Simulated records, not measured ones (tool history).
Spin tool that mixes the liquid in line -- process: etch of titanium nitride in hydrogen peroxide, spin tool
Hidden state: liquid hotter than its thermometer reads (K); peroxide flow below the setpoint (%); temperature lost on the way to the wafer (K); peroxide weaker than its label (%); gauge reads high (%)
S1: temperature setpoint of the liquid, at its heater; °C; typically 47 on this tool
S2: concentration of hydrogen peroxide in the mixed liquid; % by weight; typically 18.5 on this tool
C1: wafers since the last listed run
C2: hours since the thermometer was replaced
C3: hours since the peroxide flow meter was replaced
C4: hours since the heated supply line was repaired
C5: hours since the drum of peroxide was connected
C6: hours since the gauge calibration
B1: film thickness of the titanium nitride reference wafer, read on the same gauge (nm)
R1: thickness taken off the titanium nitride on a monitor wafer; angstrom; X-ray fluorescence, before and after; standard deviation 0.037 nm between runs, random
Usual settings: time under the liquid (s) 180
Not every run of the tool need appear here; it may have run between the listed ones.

Run 1, hour 0: usual settings; C1 0; C2 118; C3 1067.6; C4 143.6; C5 42.2; C6 94.4; B1 79.99. Result: R1 123.6 angstrom.
Run 2, hour 13.7: usual settings but S1 40.5 °C, S2 15.5 % by weight; C1 82; C2 131.7; C3 1081.3; C4 157.3; C5 55.9; C6 108.1; B1 79.99. Result: R1 72.8 angstrom.
Run 3, hour 30.7: usual settings but S1 50 °C, S2 22.5 % by weight, time under the liquid (s) 280; C1 102; C2 148.7; C3 1098.3; C4 174.3; C5 72.9; C6 125.1; B1 79.98. Result: R1 248.2 angstrom.
Run 4, hour 39.2: usual settings but S1 43.5 °C, S2 17 % by weight, time under the liquid (s) 220; C1 51; C2 157.2; C3 1106.8; C4 182.8; C5 81.4; C6 133.6; B1 79.99. Result: R1 114.3 angstrom.
Run 5, hour 50.7: usual settings but S1 50 °C, S2 21.5 % by weight, time under the liquid (s) 280; C1 69; C2 168.7; C3 1118.3; C4 194.3; C5 92.9; C6 145.1; B1 80.03. Result: R1 246 angstrom.
Run 6, hour 61.5: usual settings but S1 53.5 °C, S2 20.5 % by weight, time under the liquid (s) 105; C1 64; C2 179.5; C3 1129.1; C4 205.1; C5 103.7; C6 155.9; B1 79.98. Result: R1 117.6 angstrom.
Run 7, hour 74: usual settings but S2 17 % by weight; C1 75; C2 192; C3 1141.6; C4 217.6; C5 116.2; C6 168.4; B1 79.98. Result: R1 120.7 angstrom.
Run 8, hour 81.9: usual settings but S1 56 °C, S2 23.5 % by weight; C1 47; C2 199.9; C3 1149.5; C4 225.5; C5 124.1; C6 176.3; B1 79.99. Result: R1 246.4 angstrom.
Run 9, hour 96.3: usual settings but S1 52.5 °C, S2 16 % by weight, time under the liquid (s) 245; C1 86; C2 214.3; C3 1163.9; C4 239.9; C5 138.5; C6 190.7; B1 80.01. Result: R1 240.7 angstrom.
Run 10, hour 110.1: usual settings but S1 49.5 °C, S2 22 % by weight; C1 82; C2 228.1; C3 1177.7; C4 253.7; C5 152.3; C6 204.5; B1 79.99. Result: R1 152.9 angstrom.
Run 11, hour 118.8: usual settings but S2 20 % by weight; C1 52; C2 236.8; C3 1186.4; C4 262.4; C5 161; C6 213.2; B1 79.99. Result: R1 124.9 angstrom.
At hour 135: peroxide flow meter replaced.
Run 12, hour 135.5: usual settings but S1 56 °C, S2 23.5 % by weight; C1 94; C2 253.5; C3 0.5; C4 279.1; C5 177.7; C6 229.9; B1 79.99. Result: R1 246.8 angstrom.
Run 13, hour 146.8: usual settings but S1 51.5 °C, S2 15 % by weight, time under the liquid (s) 240; C1 67; C2 264.8; C3 11.8; C4 290.4; C5 189; C6 241.2; B1 80.03. Result: R1 216.8 angstrom.
Run 14, hour 156.1: usual settings but S1 40.5 °C, S2 22 % by weight, time under the liquid (s) 265; C1 55; C2 274.1; C3 21.1; C4 299.7; C5 198.3; C6 250.5; B1 79.99. Result: R1 114.8 angstrom.
Run 15, hour 166.3: usual settings but S1 37.5 °C; C1 61; C2 284.3; C3 31.3; C4 309.9; C5 208.5; C6 260.7; B1 79.97. Result: R1 59.6 angstrom.
Run 16, hour 180.8: usual settings; C1 87; C2 298.8; C3 45.8; C4 324.4; C5 223; C6 275.2; B1 80. Result: R1 122.7 angstrom.
Run 17, hour 198.7: usual settings but S2 22 % by weight, time under the liquid (s) 260; C1 107; C2 316.7; C3 63.7; C4 342.3; C5 240.9; C6 293.1; B1 80.01. Result: R1 183.8 angstrom.

Estimate the outcome of run 18 from the log above:
Run 18, hour 212.3: usual settings; C1 81; C2 330.3; C3 77.3; C4 355.9; C5 254.5; C6 306.7; B1 ?. Result: R1 ?.

Run 18 came out at B1 80, R1 122.3 angstrom.
If the tool had no hidden condition, the same run with the same run-to-run variation would have returned R1 124.2 angstrom.

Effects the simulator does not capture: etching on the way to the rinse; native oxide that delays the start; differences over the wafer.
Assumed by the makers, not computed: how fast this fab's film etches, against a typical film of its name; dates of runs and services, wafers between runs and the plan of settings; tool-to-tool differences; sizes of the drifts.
